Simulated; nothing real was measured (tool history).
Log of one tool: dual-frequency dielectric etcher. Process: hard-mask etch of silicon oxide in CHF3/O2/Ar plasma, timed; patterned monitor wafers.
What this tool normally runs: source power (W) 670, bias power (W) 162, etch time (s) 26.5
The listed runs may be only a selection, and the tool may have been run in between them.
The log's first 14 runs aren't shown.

run,day,source power (W),bias power (W),etch time (s),"read-back reference wafer on the same gauge, depth_nm",mean etch depth across the wafer (Å)
15,47.700,540,189,30.0,53.6,661
# day 51.550: source power generator calibrated
# day 51.600: bias power generator calibrated
# day 54.458: wet clean of the chamber
16,56.725,670,128,26.5,53.6,516
17,60.183,760,200,26.5,53.6,648
18,62.642,670,145,32.5,53.6,670
19,65.238,600,200,31.0,53.6,717
# day 69.308: gauge calibrated
20,69.462,560,140,32.0,53.6,628
21,71.438,520,162,26.5,53.6,543
22,74.892,590,162,29.0,53.6,615
# day 78.658: wet clean of the chamber
23,78.679,670,162,26.5,53.6,572
24,82.729,740,200,23.5,53.6,571
25,86.229,840,162,31.0,53.7,711
26,89.488,670,162,26.5,53.5,574
27,91.446,590,185,23.5,53.6,523
28,95.550,670,162,26.5,53.7,579
# day 99.779: wet clean of the chamber
29,99.800,670,162,26.5,53.6,567
30,101.142,670,162,26.5,53.6,569

Consider 3 possible next runs. They are alternatives, not a sequence: every one starts from the tool as it was left by run 30. What does each give?
A,101.158,590,162,26.5,?,?
B,101.158,740,185,29.0,?,?
C,101.158,670,146,26.5,?,?

run,"read-back reference wafer on the same gauge, depth_nm",mean etch depth across the wafer (Å)
A,53.6,551
B,53.6,676
C,53.6,544
Without the tool's hidden state the same runs would have given:
run,mean etch depth across the wafer (Å)
A,550
B,674
C,542

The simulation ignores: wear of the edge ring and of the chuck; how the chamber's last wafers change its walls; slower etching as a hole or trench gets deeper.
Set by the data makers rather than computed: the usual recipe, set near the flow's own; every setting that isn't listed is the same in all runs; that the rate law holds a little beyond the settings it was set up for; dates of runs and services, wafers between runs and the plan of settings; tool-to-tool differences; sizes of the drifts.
